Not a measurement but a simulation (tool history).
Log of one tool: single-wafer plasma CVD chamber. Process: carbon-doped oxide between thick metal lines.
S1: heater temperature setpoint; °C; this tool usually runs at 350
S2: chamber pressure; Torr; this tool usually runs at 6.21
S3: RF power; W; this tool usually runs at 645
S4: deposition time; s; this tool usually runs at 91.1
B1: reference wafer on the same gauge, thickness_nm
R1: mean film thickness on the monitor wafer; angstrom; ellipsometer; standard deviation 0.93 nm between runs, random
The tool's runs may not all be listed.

run    day   S1    S2   S3     S4       B1       R1
  1  0.000  350  6.21  745   91.1  727.253  6442.98
  2  0.442  350  6.21  645   91.1  726.907  5879.59
  3  1.158  350  6.21  645   91.1  726.998  5908.47
  4  1.417  350  6.21  645   91.1  727.373  5887.48
  5  2.092  345  6.21  645   91.1  726.983  5984.46
  6  2.525  345  6.21  645   91.1  727.466  5974.99
  7  3.033  345  6.21  645   91.1  727.166  5981.02
  8  3.546  350  6.21  645   91.1  727.321  5880.24
  9  4.054  350  6.21  645   98.5  727.021  6358.98
     4.667  -- showerhead replaced
     4.704  -- thermocouple changed; heater temperature recalibrated
 10  4.725  350  6.21  645   98.5  726.379  6352.65
 11  5.088  350  6.21  645   91.1  726.543  5878.22
 12  5.604  350  6.21  645   91.1  726.556  5856.41
 13  5.958  350  6.21  645   91.1  727.024  5870.22
     6.008  -- gauge calibrated
 14  6.354  350  6.21  575  102.1  727.298  6131.47
 15  6.704  361  6.21  645   91.1  727.060  5707.77
 16  7.262  350  6.21  645   91.1  727.511  5879.34
 17  7.933  354  6.21  645   91.1  727.095  5795.27
     8.500  -- capacitance manometer re-zeroed and calibrated
 18  8.521  365  7.24  530   95.7  726.961  5266.36

Expected results for the next run?
 19  9.038  350  5.05  530  91.1   ?   ?

B1: 726.562
R1: 5108.84 angstrom
Had the tool carried no hidden state, the very same run would have given R1 5413.07 angstrom.
